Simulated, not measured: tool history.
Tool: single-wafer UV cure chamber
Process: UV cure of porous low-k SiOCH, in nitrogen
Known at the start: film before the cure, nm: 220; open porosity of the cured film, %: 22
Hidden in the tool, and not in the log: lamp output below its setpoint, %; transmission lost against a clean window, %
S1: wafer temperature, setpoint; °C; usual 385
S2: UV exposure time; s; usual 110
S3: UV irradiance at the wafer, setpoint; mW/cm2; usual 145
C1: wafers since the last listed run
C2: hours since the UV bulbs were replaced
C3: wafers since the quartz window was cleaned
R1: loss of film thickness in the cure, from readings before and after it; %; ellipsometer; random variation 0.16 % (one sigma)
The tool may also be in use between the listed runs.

run,hour,S1,S2,S3,C1,C2,C3,R1
1,0.0,385,110,145,0,2153.0,665,10.343
2,10.3,385,110,145,61,2163.3,726,10.108
3,28.3,385,110,145,107,2181.3,834,9.988
4,38.9,385,110,145,63,2191.9,898,10.003
5,50.3,385,110,145,68,2203.3,966,10.442
6,66.6,385,110,145,97,2219.6,1064,10.038
7,81.4,385,110,145,88,2234.4,1153,10.193
8,95.3,385,160,145,83,2248.3,1236,11.869
9,105.2,385,160,145,59,2258.2,1296,11.556
10,116.4,385,160,145,67,2269.4,1363,11.917
11,132.9,385,135,145,98,2285.9,1462,11.164
12,149.9,385,135,145,101,2302.9,1564,10.921
13,158.5,385,135,145,51,2311.5,1616,10.852
14,171.4,385,80,145,77,2324.4,1693,8.992
15,183.0,385,80,145,69,2336.0,1762,8.594
# hour 201.2: UV bulbs replaced
16,201.7,385,110,145,64,0.5,1827,9.967
17,206.6,385,110,145,29,5.4,1856,9.805
18,220.4,375,165,145,82,19.2,1939,11.606
19,227.6,385,110,145,43,26.4,1982,9.913
20,238.7,404,145,159,66,37.5,2049,11.778
21,245.9,390,110,170,43,44.7,2092,10.560
22,259.0,385,75,160,78,57.8,2170,8.521
23,269.3,385,110,145,61,68.1,2232,9.848
# hour 277.5: quartz window cleaned
24,278.0,385,110,145,4,76.8,2,9.102
25,292.2,385,110,169,85,91.0,88,9.834
26,335.2,385,90,132,257,134.0,346,7.824
27,348.6,403,165,110,80,147.4,426,10.119
28,361.4,385,90,132,76,160.2,503,7.861
# hour 377.0: quartz window cleaned, repeated, since the last time left the tool worse
29,377.5,375,45,160,48,176.3,2,6.626
30,383.2,385,110,145,34,182.0,37,10.518
31,400.2,385,45,145,101,199.0,139,6.675
32,408.2,372,130,145,47,207.0,187,10.753

4 ways to go on from here, each from the tool as it stands after run 32. What would each give?
A,408.6,390,110,145,2,207.4,189,?
B,408.6,385,110,113,2,207.4,189,?
C,408.6,385,110,127,2,207.4,189,?
D,408.6,367,60,110,2,207.4,189,?

run,R1
A,10.150
B,9.020
C,9.506
D,6.208
Without the tool's hidden state the same runs would have given:
run,R1
A,10.164
B,9.034
C,9.520
D,6.221

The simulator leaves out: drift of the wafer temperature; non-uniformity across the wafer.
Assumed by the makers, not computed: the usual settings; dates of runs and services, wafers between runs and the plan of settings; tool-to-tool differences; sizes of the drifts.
